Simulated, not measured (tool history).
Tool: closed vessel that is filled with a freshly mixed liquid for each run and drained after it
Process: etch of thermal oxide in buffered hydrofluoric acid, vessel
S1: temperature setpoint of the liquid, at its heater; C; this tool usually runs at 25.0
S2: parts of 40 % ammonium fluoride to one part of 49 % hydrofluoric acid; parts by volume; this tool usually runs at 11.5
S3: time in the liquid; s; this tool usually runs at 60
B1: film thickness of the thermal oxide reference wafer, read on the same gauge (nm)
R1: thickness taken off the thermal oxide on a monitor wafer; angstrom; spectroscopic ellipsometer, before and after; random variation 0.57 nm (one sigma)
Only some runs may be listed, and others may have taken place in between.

run 1 day=0.000 | S1=25.0 S2=11.5 S3=60 | B1=99.98 | R1=568.6
run 2 day=1.479 | S1=25.0 S2=11.5 S3=60 | B1=100.02 | R1=573.5
run 3 day=2.267 | S1=25.0 S2=11.5 S3=70 | B1=100.02 | R1=661.1
run 4 day=2.779 | S1=25.0 S2=11.5 S3=70 | B1=99.99 | R1=665.9
run 5 day=4.229 | S1=25.0 S2=11.5 S3=70 | B1=99.99 | R1=659.3
run 6 day=8.279 | S1=25.0 S2=11.5 S3=60 | B1=99.98 | R1=565.0
run 7 day=9.308 | S1=25.0 S2=11.5 S3=60 | B1=100.00 | R1=573.0
run 8 day=10.771 | S1=25.0 S2=11.5 S3=60 | B1=100.01 | R1=563.0
run 9 day=11.921 | S1=22.5 S2=11.5 S3=40 | B1=100.00 | R1=328.4
run 10 day=13.421 | S1=25.0 S2=15.0 S3=45 | B1=99.99 | R1=327.5
-- day=13.642 gauge calibrated
run 11 day=14.000 | S1=25.0 S2=11.5 S3=60 | B1=100.00 | R1=558.3
run 12 day=15.233 | S1=25.0 S2=11.5 S3=70 | B1=99.99 | R1=667.4
run 13 day=16.000 | S1=25.0 S2=15.0 S3=80 | B1=100.00 | R1=573.4
run 14 day=16.788 | S1=25.0 S2=13.0 S3=60 | B1=99.99 | R1=491.8
-- day=17.554 hydrofluoric acid flow meter replaced
run 15 day=17.821 | S1=25.0 S2=11.5 S3=60 | B1=100.00 | R1=622.6
run 16 day=19.017 | S1=29.5 S2=10.0 S3=60 | B1=99.99 | R1=908.0
run 17 day=20.383 | S1=25.0 S2=7.5 S3=60 | B1=100.00 | R1=931.3
run 18 day=21.183 | S1=29.5 S2=11.5 S3=90 | B1=100.00 | R1=1192.4
run 19 day=22.246 | S1=22.5 S2=15.0 S3=50 | B1=100.00 | R1=347.7
-- day=22.362 thermometer replaced
run 20 day=24.721 | S1=25.0 S2=11.5 S3=60 | B1=100.03 | R1=621.8
run 21 day=25.762 | S1=25.0 S2=15.0 S3=85 | B1=99.99 | R1=678.8
run 22 day=26.592 | S1=25.0 S2=11.5 S3=60 | B1=100.00 | R1=620.5
run 23 day=27.988 | S1=20.0 S2=14.0 S3=60 | B1=100.01 | R1=387.9
run 24 day=29.308 | S1=25.0 S2=11.5 S3=60 | B1=99.99 | R1=621.4
run 25 day=30.450 | S1=30.0 S2=11.5 S3=85 | B1=100.01 | R1=1169.2
run 26 day=31.671 | S1=25.0 S2=11.5 S3=30 | B1=100.00 | R1=311.5
run 27 day=32.612 | S1=25.0 S2=11.5 S3=60 | B1=100.00 | R1=613.6
run 28 day=34.012 | S1=20.5 S2=11.5 S3=60 | B1=99.98 | R1=488.8
run 29 day=35.325 | S1=25.0 S2=8.0 S3=60 | B1=100.00 | R1=847.4
run 30 day=36.975 | S1=25.0 S2=11.5 S3=60 | B1=100.00 | R1=618.9
run 31 day=37.796 | S1=25.0 S2=13.5 S3=60 | B1=100.00 | R1=515.2
run 32 day=39.221 | S1=25.0 S2=15.5 S3=30 | B1=100.01 | R1=226.6

Per-run results on a tool with no hidden state, each run keeping its own random variation:
Hidden state present: liquid hotter than its thermometer reads (K); hydrofluoric acid flow below the setpoint (%); gauge reads high (%).
run=1 R1=624.9
run=2 R1=631.7
run=3 R1=729.0
run=4 R1=734.9
run=5 R1=729.1
run=6 R1=628.6
run=7 R1=638.6
run=8 R1=628.7
run=9 R1=367.5
run=10 R1=367.4
run=11 R1=626.6
run=12 R1=750.4
run=13 R1=645.9
run=14 R1=554.5
run=15 R1=624.1
run=16 R1=911.6
run=17 R1=937.3
run=18 R1=1200.7
run=19 R1=350.7
run=20 R1=629.1
run=21 R1=687.8
run=22 R1=629.3
run=23 R1=394.2
run=24 R1=632.7
run=25 R1=1192.2
run=26 R1=318.1
run=27 R1=627.6
run=28 R1=500.9
run=29 R1=872.4
run=30 R1=636.8
run=31 R1=530.8
run=32 R1=233.9
